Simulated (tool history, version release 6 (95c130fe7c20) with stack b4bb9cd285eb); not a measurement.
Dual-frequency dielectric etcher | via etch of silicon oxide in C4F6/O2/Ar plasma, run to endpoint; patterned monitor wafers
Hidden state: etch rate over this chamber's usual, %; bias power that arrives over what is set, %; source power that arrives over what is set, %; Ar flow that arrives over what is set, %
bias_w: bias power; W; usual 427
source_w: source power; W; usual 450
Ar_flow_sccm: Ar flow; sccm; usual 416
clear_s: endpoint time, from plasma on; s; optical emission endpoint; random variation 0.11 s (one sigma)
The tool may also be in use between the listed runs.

| run | day | bias_w | source_w | Ar_flow_sccm | wafers since the last listed run | hours since the last wet clean | hours since the last bias power generator calibration | hours since the last source power generator calibration | hours since the last Ar flow controller change | hours since the last upper electrode change | incoming incoming film thickness, nm | clear_s |
|---|---|---|---|---|---|---|---|---|---|---|---|---|
| 1 | 0 | 427 | 450 | 375 | 0 | 459 | 3429.2 | 2928.4 | 3715.5 | 3041.5 | 134.8 | 32.1 |
| 2 | 0.571 | 427 | 450 | 416 | 172 | 472.7 | 3442.9 | 2942.1 | 3729.2 | 3055.2 | 135.3 | 32.8 |
| 3 | 0.921 | 427 | 450 | 416 | 105 | 481.1 | 3451.3 | 2950.5 | 3737.6 | 3063.6 | 135.2 | 32.6 |
| 4 | 1.438 | 427 | 450 | 416 | 156 | 493.5 | 3463.7 | 2962.9 | 3750 | 3076 | 134.4 | 32.6 |
| 5 | 2.129 | 427 | 450 | 416 | 209 | 510.1 | 3480.3 | 2979.5 | 3766.6 | 3092.6 | 134 | 32.4 |
| 6 | 2.446 | 427 | 450 | 416 | 95 | 517.7 | 3487.9 | 2987.1 | 3774.2 | 3100.2 | 134.4 | 32.7 |
|  | 4.429 | wet clean of the chamber |
| 7 | 4.45 | 427 | 450 | 416 | 303 | 0.5 | 3536 | 3035.2 | 3822.3 | 3148.3 | 134.4 | 32.6 |
| 8 | 4.462 | 427 | 450 | 416 | 3 | 0.8 | 3536.3 | 3035.5 | 3822.6 | 3148.6 | 135.3 | 32.6 |
| 9 | 4.929 | 485 | 450 | 340 | 141 | 12 | 3547.5 | 3046.7 | 3833.8 | 3159.8 | 135.3 | 31 |
| 10 | 5.317 | 485 | 450 | 340 | 117 | 21.3 | 3556.8 | 3056 | 3843.1 | 3169.1 | 136 | 31 |
| 11 | 6.046 | 427 | 380 | 416 | 220 | 38.8 | 3574.3 | 3073.5 | 3860.6 | 3186.6 | 134 | 34.2 |
|  | 7.067 | upper electrode replaced |
| 12 | 7.088 | 427 | 450 | 466 | 12 | 63.8 | 3599.3 | 3098.5 | 3885.6 | 0.5 | 134 | 33.1 |
| 13 | 7.1 | 326 | 400 | 387 | 3 | 64.1 | 3599.6 | 3098.8 | 3885.9 | 0.8 | 133.5 | 35.5 |
| 14 | 7.446 | 321 | 450 | 416 | 104 | 72.4 | 3607.9 | 3107.1 | 3894.2 | 9.1 | 134.9 | 34.9 |
| 15 | 8.125 | 335 | 340 | 368 | 205 | 88.7 | 3624.2 | 3123.4 | 3910.5 | 25.4 | 136.5 | 37.6 |
| 16 | 8.792 | 427 | 370 | 329 | 201 | 104.7 | 3640.2 | 3139.4 | 3926.5 | 41.4 | 134.6 | 33.5 |
|  | 9.317 | source power generator calibrated |
| 17 | 9.479 | 373 | 450 | 416 | 157 | 121.2 | 3656.7 | 3.9 | 3943 | 57.9 | 135 | 34 |
| 18 | 9.808 | 427 | 370 | 329 | 99 | 129.1 | 3664.6 | 11.8 | 3950.9 | 65.8 | 134.7 | 33.6 |
| 19 | 10.308 | 520 | 530 | 460 | 151 | 141.1 | 3676.6 | 23.8 | 3962.9 | 77.8 | 134.6 | 29.8 |
|  | 10.625 | Ar flow controller replaced |
| 20 | 10.712 | 369 | 480 | 479 | 46 | 150.8 | 3686.3 | 33.5 | 2.1 | 87.5 | 136 | 34.2 |
|  | 10.979 | bias power generator calibrated |
| 21 | 11.125 | 427 | 450 | 416 | 74 | 160.7 | 3.5 | 43.4 | 12 | 97.4 | 134 | 32.6 |
| 22 | 11.796 | 334 | 530 | 366 | 202 | 176.8 | 19.6 | 59.5 | 28.1 | 113.5 | 135.9 | 32.5 |
| 23 | 12.446 | 332 | 520 | 416 | 196 | 192.4 | 35.2 | 75.1 | 43.7 | 129.1 | 135.5 | 33.3 |
| 24 | 13.062 | 427 | 450 | 372 | 186 | 207.2 | 50 | 89.9 | 58.5 | 143.9 | 136.3 | 32.3 |
| 25 | 13.396 | 427 | 500 | 470 | 100 | 215.2 | 58 | 97.9 | 66.5 | 151.9 | 134.9 | 32.3 |
| 26 | 13.933 | 500 | 450 | 368 | 162 | 228.1 | 70.9 | 110.8 | 79.4 | 164.8 | 133 | 30.2 |
| 27 | 14.375 | 427 | 450 | 416 | 133 | 238.7 | 81.5 | 121.4 | 90 | 175.4 | 134.6 | 32.7 |
| 28 | 14.642 | 427 | 490 | 479 | 80 | 245.1 | 87.9 | 127.8 | 96.4 | 181.8 | 135.5 | 32.4 |
| 29 | 15.008 | 427 | 450 | 416 | 110 | 253.9 | 96.7 | 136.6 | 105.2 | 190.6 | 135.8 | 33.2 |
| 30 | 15.529 | 427 | 450 | 416 | 157 | 266.4 | 109.2 | 149.1 | 117.7 | 203.1 | 135.6 | 33 |

Forecast each of these 3 alternatives for the next run:
| A | 15.546 | 427 | 420 | 416 | 5 | 266.8 | 109.6 | 149.5 | 118.1 | 203.5 | 135.6 | ? |
| B | 15.546 | 331 | 420 | 416 | 5 | 266.8 | 109.6 | 149.5 | 118.1 | 203.5 | 135.6 | ? |
| C | 15.546 | 427 | 540 | 416 | 5 | 266.8 | 109.6 | 149.5 | 118.1 | 203.5 | 135.6 | ? |

| run | clear_s |
|---|---|
| A | 33.8 |
| B | 36 |
| C | 31.2 |
Without the tool's hidden state the same runs would have given:
| run | clear_s |
|---|---|
| A | 33.8 |
| B | 36 |
| C | 31.2 |
